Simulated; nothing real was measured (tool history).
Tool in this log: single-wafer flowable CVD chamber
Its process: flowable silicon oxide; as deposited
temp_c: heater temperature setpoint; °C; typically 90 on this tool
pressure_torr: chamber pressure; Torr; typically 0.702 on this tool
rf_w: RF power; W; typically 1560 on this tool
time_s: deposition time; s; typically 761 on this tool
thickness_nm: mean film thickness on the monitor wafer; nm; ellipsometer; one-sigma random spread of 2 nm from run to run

| run | hour | temp_c | pressure_torr | rf_w | time_s | wafers since the last listed run | hours since the last thermocouple change | hours since the last RF generator calibration | hours since the last manometer calibration | hours since the showerhead was replaced | hours since the gauge calibration | read-back reference wafer on the same gauge, thickness_nm | thickness_nm |
|---|---|---|---|---|---|---|---|---|---|---|---|---|---|
| 1 | 0.0 | 96 | 0.702 | 1560 | 761 | 0 | 2501.2 | 1813.5 | 2295.4 | 6851.2 | 407.6 | 543.333 | 404.025 |
| 2 | 38.4 | 96 | 0.702 | 1560 | 761 | 97 | 2539.6 | 1851.9 | 2333.8 | 6889.6 | 446.0 | 543.627 | 401.187 |
| 3 | 69.0 | 96 | 0.702 | 1560 | 761 | 77 | 2570.2 | 1882.5 | 2364.4 | 6920.2 | 476.6 | 543.266 | 403.811 |
| 4 | 122.6 | 95 | 0.702 | 1560 | 761 | 136 | 2623.8 | 1936.1 | 2418.0 | 6973.8 | 530.2 | 544.047 | 418.410 |
| 5 | 164.2 | 85 | 0.702 | 1560 | 857 | 105 | 2665.4 | 1977.7 | 2459.6 | 7015.4 | 571.8 | 544.517 | 669.600 |
| 6 | 216.1 | 85 | 0.702 | 1560 | 857 | 132 | 2717.3 | 2029.6 | 2511.5 | 7067.3 | 623.7 | 543.702 | 674.989 |
| 7 | 250.7 | 90 | 0.702 | 1560 | 761 | 88 | 2751.9 | 2064.2 | 2546.1 | 7101.9 | 658.3 | 544.015 | 508.951 |
| 8 | 296.9 | 90 | 0.702 | 1560 | 761 | 117 | 2798.1 | 2110.4 | 2592.3 | 7148.1 | 704.5 | 543.313 | 505.996 |
| 9 | 341.7 | 90 | 0.702 | 1560 | 761 | 114 | 2842.9 | 2155.2 | 2637.1 | 7192.9 | 749.3 | 544.441 | 506.943 |
|  | 395.0 | thermocouple changed; heater temperature recalibrated |
| 10 | 395.5 | 90 | 0.702 | 1560 | 761 | 116 | 0.5 | 2209.0 | 2690.9 | 7246.7 | 803.1 | 544.001 | 505.081 |
| 11 | 438.1 | 90 | 0.702 | 1560 | 761 | 108 | 43.1 | 2251.6 | 2733.5 | 7289.3 | 845.7 | 544.449 | 507.744 |
|  | 447.6 | RF generator calibrated |
| 12 | 474.1 | 78 | 0.592 | 1695 | 693 | 71 | 79.1 | 26.5 | 2769.5 | 7325.3 | 881.7 | 543.698 | 594.773 |
| 13 | 514.4 | 86 | 0.644 | 1360 | 815 | 102 | 119.4 | 66.8 | 2809.8 | 7365.6 | 922.0 | 544.073 | 525.825 |
| 14 | 542.6 | 90 | 0.702 | 1770 | 761 | 71 | 147.6 | 95.0 | 2838.0 | 7393.8 | 950.2 | 544.277 | 533.819 |
|  | 573.3 | gauge calibrated |
|  | 589.9 | showerhead replaced |
| 15 | 594.4 | 90 | 0.702 | 1560 | 761 | 111 | 199.4 | 146.8 | 2889.8 | 4.5 | 21.1 | 543.717 | 502.706 |
|  | 642.7 | capacitance manometer re-zeroed and calibrated |
| 16 | 663.0 | 83 | 0.761 | 1415 | 885 | 154 | 268.0 | 215.4 | 20.3 | 73.1 | 89.7 | 544.177 | 760.385 |
| 17 | 699.1 | 90 | 0.613 | 1560 | 761 | 91 | 304.1 | 251.5 | 56.4 | 109.2 | 125.8 | 544.230 | 442.905 |
| 18 | 763.9 | 90 | 0.702 | 1560 | 761 | 164 | 368.9 | 316.3 | 121.2 | 174.0 | 190.6 | 545.099 | 506.030 |
| 19 | 796.1 | 98 | 0.870 | 1420 | 694 | 81 | 401.1 | 348.5 | 153.4 | 206.2 | 222.8 | 544.127 | 398.322 |
| 20 | 861.2 | 90 | 0.702 | 1560 | 761 | 165 | 466.2 | 413.6 | 218.5 | 271.3 | 287.9 | 543.826 | 506.529 |
| 21 | 918.7 | 90 | 0.623 | 1560 | 713 | 146 | 523.7 | 471.1 | 276.0 | 328.8 | 345.4 | 544.432 | 423.914 |
| 22 | 965.8 | 90 | 0.702 | 1560 | 761 | 119 | 570.8 | 518.2 | 323.1 | 375.9 | 392.5 | 544.437 | 505.659 |
| 23 | 1008.9 | 102 | 0.702 | 1560 | 818 | 109 | 613.9 | 561.3 | 366.2 | 419.0 | 435.6 | 544.271 | 342.992 |

Run-by-run hidden state of the tool:
wafer temperature above the value expected at the setpoint (K): 0 in every run
delivered RF power above the setpoint (%): 0 in every run
true pressure above the setpoint (%): 0 in every run
gauge reads high (%): 0 in every run

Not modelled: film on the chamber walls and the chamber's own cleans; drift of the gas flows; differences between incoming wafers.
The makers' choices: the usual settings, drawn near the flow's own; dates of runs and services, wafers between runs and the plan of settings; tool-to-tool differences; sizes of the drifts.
